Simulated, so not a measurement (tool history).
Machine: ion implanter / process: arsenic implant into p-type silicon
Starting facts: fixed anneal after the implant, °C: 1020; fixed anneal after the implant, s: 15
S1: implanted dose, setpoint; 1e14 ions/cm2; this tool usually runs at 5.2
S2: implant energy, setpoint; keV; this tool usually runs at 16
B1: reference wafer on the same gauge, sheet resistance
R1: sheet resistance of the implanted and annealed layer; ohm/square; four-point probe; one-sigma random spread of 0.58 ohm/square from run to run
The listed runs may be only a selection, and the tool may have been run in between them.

run	hour	S1	S2	B1	R1
1	0	5.2	16	283.78	239.54
2	55.6	5.2	16	283.8	239.89
3	164	5.2	11.5	284.34	249.11
4	220.4	5.2	16	283.96	240.39
5	262.4	5.2	16	283.95	239.77
# hour 274: Faraday cup replaced and dose calibrated
6	327.9	5.2	16	283.84	239.82
# hour 362.2: gauge calibrated
7	479.2	5.2	16	283.97	239.2
8	539.3	5.2	16	283.96	240.03
9	591.8	5.2	16	283.93	240.69
# hour 666.7: extraction supply calibrated
10	667.2	5.2	16	283.74	239.9
11	695.6	5.2	16	284.1	240.53
12	722.3	4.11	17.5	283.78	281.52
13	783.7	5.2	16	283.95	239.79
# hour 820.3: Faraday cup replaced and dose calibrated
14	826.7	5.86	11.5	283.94	229.03
15	861.4	5.2	12	284.04	248.17
16	892.3	4.42	18	284.04	265.76
17	938.9	3.76	21	284.03	293.76
18	967.2	4.69	21.5	284.22	249.06
19	1005.6	4.42	18	283.93	265.73
20	1070.4	6.2	20	283.96	205.16
21	1120.7	5.64	16	283.92	227.72
22	1151	6.32	10.5	284.07	220.83
23	1204.3	5.2	16	283.96	239.43

5 options for the next run, each taken on its own from the tool as it stands now. Forecast them:
A	1204.7	5.2	16	?	?
B	1204.7	5.2	13	?	?
C	1204.7	5.9	11.5	?	?
D	1204.7	3.77	18	?	?
E	1204.7	4.56	16	?	?

run	B1	R1
A	283.87	241.24
B	283.87	246.96
C	283.87	229.24
D	283.87	300.79
E	283.87	265.15
Without the tool's hidden state the same runs would have given:
run	R1
A	241.24
B	246.96
C	229.24
D	300.79
E	265.15

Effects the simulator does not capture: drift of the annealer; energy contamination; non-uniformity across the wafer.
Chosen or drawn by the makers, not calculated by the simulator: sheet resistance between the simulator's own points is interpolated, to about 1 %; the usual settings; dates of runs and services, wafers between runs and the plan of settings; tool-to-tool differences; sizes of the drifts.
